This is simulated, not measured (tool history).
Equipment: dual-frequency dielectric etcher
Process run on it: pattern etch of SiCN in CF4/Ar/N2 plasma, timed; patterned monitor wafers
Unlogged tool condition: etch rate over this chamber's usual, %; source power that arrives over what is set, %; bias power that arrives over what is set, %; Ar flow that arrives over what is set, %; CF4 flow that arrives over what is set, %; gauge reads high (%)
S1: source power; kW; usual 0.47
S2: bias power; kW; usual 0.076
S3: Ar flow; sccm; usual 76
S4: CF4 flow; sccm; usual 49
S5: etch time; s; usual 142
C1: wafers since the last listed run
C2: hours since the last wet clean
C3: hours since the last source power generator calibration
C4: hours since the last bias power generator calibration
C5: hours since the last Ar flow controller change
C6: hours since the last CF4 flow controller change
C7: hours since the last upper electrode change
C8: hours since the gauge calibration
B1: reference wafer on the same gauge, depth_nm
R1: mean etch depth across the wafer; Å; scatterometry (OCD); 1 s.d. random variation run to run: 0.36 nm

| run | hour | S1 | S2 | S3 | S4 | S5 | C1 | C2 | C3 | C4 | C5 | C6 | C7 | C8 | B1 | R1 |
|---|---|---|---|---|---|---|---|---|---|---|---|---|---|---|---|---|
| 1 | 0 | 0.55 | 0.069 | 76 | 49 | 171.5 | 0 | 206.3 | 337.7 | 298.2 | 3030.1 | 362.4 | 344.3 | 16.9 | 119.3 | 1764 |
| 2 | 22.1 | 0.47 | 0.076 | 76 | 49 | 142 | 135 | 228.4 | 359.8 | 320.3 | 3052.2 | 384.5 | 366.4 | 39 | 119.2 | 1324 |
| 3 | 43.6 | 0.56 | 0.083 | 64 | 49 | 142 | 131 | 249.9 | 381.3 | 341.8 | 3073.7 | 406 | 387.9 | 60.5 | 119.3 | 1626 |
| 4 | 64.6 | 0.38 | 0.094 | 76 | 39 | 122.5 | 128 | 270.9 | 402.3 | 362.8 | 3094.7 | 427 | 408.9 | 81.5 | 119.5 | 1006 |
| 5 | 97.7 | 0.52 | 0.082 | 76 | 49 | 142 | 203 | 304 | 435.4 | 395.9 | 3127.8 | 460.1 | 442 | 114.6 | 119.5 | 1482 |
| 6 | 174.9 | 0.47 | 0.076 | 76 | 49 | 142 | 473 | 381.2 | 512.6 | 473.1 | 3205 | 537.3 | 519.2 | 191.8 | 120 | 1339 |
| 7 | 201 | 0.47 | 0.076 | 76 | 49 | 177 | 160 | 407.3 | 538.7 | 499.2 | 3231.1 | 563.4 | 545.3 | 217.9 | 120 | 1651 |
| 8 | 231.3 | 0.47 | 0.076 | 59 | 37 | 142 | 186 | 437.6 | 569 | 529.5 | 3261.4 | 593.7 | 575.6 | 248.2 | 120.1 | 1329 |
| 9 | 261.8 | 0.47 | 0.076 | 76 | 49 | 177 | 187 | 468.1 | 599.5 | 560 | 3291.9 | 624.2 | 606.1 | 278.7 | 120.1 | 1668 |
|  | 271.1 | Ar flow controller replaced |
| 10 | 274.9 | 0.47 | 0.081 | 76 | 54 | 142 | 43 | 481.2 | 612.6 | 573.1 | 3.8 | 637.3 | 619.2 | 291.8 | 120.2 | 1384 |
| 11 | 309.5 | 0.47 | 0.076 | 92 | 49 | 101 | 212 | 515.8 | 647.2 | 607.7 | 38.4 | 671.9 | 653.8 | 326.4 | 120.3 | 923 |
| 12 | 325.4 | 0.47 | 0.071 | 83 | 57 | 142 | 97 | 531.7 | 663.1 | 623.6 | 54.3 | 687.8 | 669.7 | 342.3 | 120.6 | 1316 |
|  | 400.6 | wet clean of the chamber |
| 13 | 403.6 | 0.47 | 0.076 | 76 | 49 | 142 | 332 | 3 | 741.3 | 701.8 | 132.5 | 766 | 747.9 | 420.5 | 120.7 | 1341 |
| 14 | 420.3 | 0.47 | 0.076 | 76 | 58 | 101.5 | 102 | 19.7 | 758 | 718.5 | 149.2 | 782.7 | 764.6 | 437.2 | 120.7 | 982 |
| 15 | 435.8 | 0.47 | 0.076 | 76 | 49 | 142 | 95 | 35.2 | 773.5 | 734 | 164.7 | 798.2 | 780.1 | 452.7 | 120.8 | 1344 |
| 16 | 458.5 | 0.47 | 0.076 | 76 | 39 | 142 | 139 | 57.9 | 796.2 | 756.7 | 187.4 | 820.9 | 802.8 | 475.4 | 121 | 1302 |
| 17 | 475.8 | 0.47 | 0.064 | 68 | 49 | 142 | 106 | 75.2 | 813.5 | 774 | 204.7 | 838.2 | 820.1 | 492.7 | 121 | 1291 |
| 18 | 499.5 | 0.47 | 0.071 | 76 | 49 | 142 | 145 | 98.9 | 837.2 | 797.7 | 228.4 | 861.9 | 843.8 | 516.4 | 121.2 | 1315 |
| 19 | 524 | 0.47 | 0.076 | 76 | 61 | 177.5 | 150 | 123.4 | 861.7 | 822.2 | 252.9 | 886.4 | 868.3 | 540.9 | 121.2 | 1738 |
| 20 | 536.6 | 0.54 | 0.093 | 76 | 61 | 127 | 77 | 136 | 874.3 | 834.8 | 265.5 | 899 | 880.9 | 553.5 | 121.3 | 1497 |

What if the next run were any one of these 5? Each begins from the tool's condition after run 20:
| A | 537.1 | 0.47 | 0.059 | 76 | 49 | 142 | 3 | 136.5 | 874.8 | 835.3 | 266 | 899.5 | 881.4 | 554 | ? | ? |
| B | 537.1 | 0.59 | 0.076 | 76 | 55 | 142 | 3 | 136.5 | 874.8 | 835.3 | 266 | 899.5 | 881.4 | 554 | ? | ? |
| C | 537.1 | 0.47 | 0.067 | 76 | 58 | 142 | 3 | 136.5 | 874.8 | 835.3 | 266 | 899.5 | 881.4 | 554 | ? | ? |
| D | 537.1 | 0.4 | 0.076 | 66 | 59 | 100 | 3 | 136.5 | 874.8 | 835.3 | 266 | 899.5 | 881.4 | 554 | ? | ? |
| E | 537.1 | 0.47 | 0.063 | 76 | 39 | 142 | 3 | 136.5 | 874.8 | 835.3 | 266 | 899.5 | 881.4 | 554 | ? | ? |

| run | B1 | R1 |
|---|---|---|
| A | 121.2 | 1235 |
| B | 121.2 | 1655 |
| C | 121.2 | 1322 |
| D | 121.2 | 867 |
| E | 121.2 | 1216 |
Take away the tool's hidden state, keep each run's random variation, and the runs would have read:
| run | R1 |
|---|---|
| A | 1212 |
| B | 1624 |
| C | 1297 |
| D | 851 |
| E | 1193 |
